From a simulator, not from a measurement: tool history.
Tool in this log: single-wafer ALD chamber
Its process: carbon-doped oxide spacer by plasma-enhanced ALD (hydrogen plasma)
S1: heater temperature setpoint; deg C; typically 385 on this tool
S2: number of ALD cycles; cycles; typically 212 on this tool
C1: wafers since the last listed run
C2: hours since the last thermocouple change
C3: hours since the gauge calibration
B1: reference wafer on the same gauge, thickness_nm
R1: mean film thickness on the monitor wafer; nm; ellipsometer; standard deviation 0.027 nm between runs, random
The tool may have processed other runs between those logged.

{"run": 1, "day": 0.0, "S1": 385, "S2": 188, "C1": 0, "C2": 2581.3, "C3": 28.4, "B1": 12.41, "R1": 9.477}
{"run": 2, "day": 0.504, "S1": 385, "S2": 188, "C1": 24, "C2": 2593.4, "C3": 40.5, "B1": 12.409, "R1": 9.392}
{"run": 3, "day": 1.408, "S1": 381, "S2": 212, "C1": 43, "C2": 2615.1, "C3": 62.2, "B1": 12.399, "R1": 10.598}
{"run": 4, "day": 2.712, "S1": 381, "S2": 212, "C1": 62, "C2": 2646.4, "C3": 93.5, "B1": 12.402, "R1": 10.701}
{"run": 5, "day": 3.812, "S1": 381, "S2": 212, "C1": 52, "C2": 2672.8, "C3": 119.9, "B1": 12.401, "R1": 10.627}
{"run": 6, "day": 5.3, "S1": 385, "S2": 212, "C1": 71, "C2": 2708.5, "C3": 155.6, "B1": 12.402, "R1": 10.591}
{"run": 7, "day": 5.812, "S1": 385, "S2": 212, "C1": 24, "C2": 2720.8, "C3": 167.9, "B1": 12.414, "R1": 10.666}
{"day": 7.825, "done": "gauge calibrated"}
{"day": 7.9, "done": "thermocouple changed; heater temperature recalibrated"}
{"run": 8, "day": 8.571, "S1": 377, "S2": 189, "C1": 116, "C2": 16.1, "C3": 17.9, "B1": 12.402, "R1": 9.503}
{"run": 9, "day": 9.883, "S1": 395, "S2": 184, "C1": 62, "C2": 47.6, "C3": 49.4, "B1": 12.406, "R1": 9.244}
{"run": 10, "day": 10.6, "S1": 371, "S2": 189, "C1": 34, "C2": 64.8, "C3": 66.6, "B1": 12.416, "R1": 9.508}
{"run": 11, "day": 11.912, "S1": 394, "S2": 212, "C1": 62, "C2": 96.3, "C3": 98.1, "B1": 12.386, "R1": 10.69}
{"run": 12, "day": 13.2, "S1": 385, "S2": 212, "C1": 61, "C2": 127.2, "C3": 129.0, "B1": 12.397, "R1": 10.662}
{"run": 13, "day": 14.488, "S1": 381, "S2": 212, "C1": 61, "C2": 158.1, "C3": 159.9, "B1": 12.395, "R1": 10.671}
{"run": 14, "day": 15.317, "S1": 385, "S2": 195, "C1": 39, "C2": 178.0, "C3": 179.8, "B1": 12.39, "R1": 9.803}

4 ways to go on from here, each from the tool as it stands after run 14. What would each give?
{"run": "A", "day": 15.346, "S1": 385, "S2": 239, "C1": 1, "C2": 178.7, "C3": 180.5, "B1": "?", "R1": "?"}
{"run": "B", "day": 15.346, "S1": 385, "S2": 225, "C1": 1, "C2": 178.7, "C3": 180.5, "B1": "?", "R1": "?"}
{"run": "C", "day": 15.346, "S1": 400, "S2": 198, "C1": 1, "C2": 178.7, "C3": 180.5, "B1": "?", "R1": "?"}
{"run": "D", "day": 15.346, "S1": 380, "S2": 228, "C1": 1, "C2": 178.7, "C3": 180.5, "B1": "?", "R1": "?"}

run=A B1=12.401 R1=12.040
run=B B1=12.401 R1=11.335
run=C B1=12.401 R1=9.974
run=D B1=12.401 R1=11.486
Stripped of hidden state, with their random variation kept, the same runs would have yielded:
run=A R1=12.040
run=B R1=11.335
run=C R1=9.974
run=D R1=11.486
